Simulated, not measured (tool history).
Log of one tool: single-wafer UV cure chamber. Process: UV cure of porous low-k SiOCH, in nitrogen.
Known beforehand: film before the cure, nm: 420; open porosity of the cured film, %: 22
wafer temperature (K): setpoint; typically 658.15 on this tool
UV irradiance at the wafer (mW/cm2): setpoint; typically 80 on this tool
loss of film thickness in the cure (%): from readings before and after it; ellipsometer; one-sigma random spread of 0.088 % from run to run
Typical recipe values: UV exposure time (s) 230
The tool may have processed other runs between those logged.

run   hour  wafer temperature (K)  UV exposure time (s)  UV irradiance at the wafer (mW/cm2)  loss of film thickness in the cure (%)
  1    0.0                 664.15                   230                                   80                                   9.321
  2   15.3                 664.15                   230                                   80                                   9.244
  3   32.1                 664.15                   230                                   80                                   9.242
  4   40.7                 658.15                   230                                   80                                   9.178
  5   57.1                 658.15                   230                                   80                                   8.918
  6   66.9                 658.15                   230                                   80                                   8.821
  7   82.8                 658.15                   170                                   80                                   7.549
  8   96.1                 658.15                   230                                   80                                   8.673
  9  105.2                 658.15                   230                                   80                                   8.650
 10  114.4                 658.15                   230                                   80                                   8.603
 11  122.8                 658.15                   230                                   80                                   8.596
 12  133.5                 658.15                   230                                   80                                   8.551
     148.1  -- quartz window cleaned
 13  148.6                 658.15                   230                                   80                                   9.432
 14  151.3                 658.15                   230                                   80                                   9.222
 15  200.2                 658.15                   230                                   80                                   9.285
 16  211.0                 658.15                   230                                   80                                   9.178
 17  222.6                 658.15                   230                                   80                                   9.247
 18  230.7                 658.15                   315                                   80                                  10.764
 19  247.8                 670.15                   195                                   94                                   9.227
 20  263.8                 645.15                   230                                   80                                   9.056
 21  273.0                 658.15                   110                                   66                                   5.286
 22  279.7                 658.15                   350                                  115                                  12.819
 23  287.6                 658.15                   350                                  115                                  12.793
     298.0  -- UV bulbs replaced
 24  300.2                 676.15                   145                                   63                                   7.714
 25  308.7                 658.15                   335                                   98                                  13.536
 26  325.0                 658.15                   100                                   51                                   5.151
 27  336.7                 667.15                   140                                   54                                   6.775
 28  353.7                 648.15                   230                                  119                                  12.306
 29  366.1                 658.15                   160                                   80                                   8.797
 30  382.8                 642.15                   305                                  108                                  12.895
 31  390.9                 658.15                   230                                   80                                  10.479
 32  420.3                 658.15                   230                                   80                                  10.240
 33  433.1                 652.15                   230                                   44                                   7.500
 34  439.7                 664.15                   110                                   99                                   7.940
 35  449.3                 675.15                   305                                  118                                  13.860

Below are 4 alternative next runs, each starting from the tool's condition after run 35. Predict each:
  A  449.8                 646.15                   230                                   80                                       ?
  B  449.8                 668.15                   340                                   49                                       ?
  C  449.8                 658.15                   285                                   80                                       ?
  D  449.8                 658.15                   230                                   46                                       ?

run  loss of film thickness in the cure (%)
  A                                   9.886
  B                                   9.838
  C                                  11.110
  D                                   7.645
Without the tool's unlogged condition, the same runs would have read:
run  loss of film thickness in the cure (%)
  A                                  10.692
  B                                  10.642
  C                                  11.938
  D                                   8.403

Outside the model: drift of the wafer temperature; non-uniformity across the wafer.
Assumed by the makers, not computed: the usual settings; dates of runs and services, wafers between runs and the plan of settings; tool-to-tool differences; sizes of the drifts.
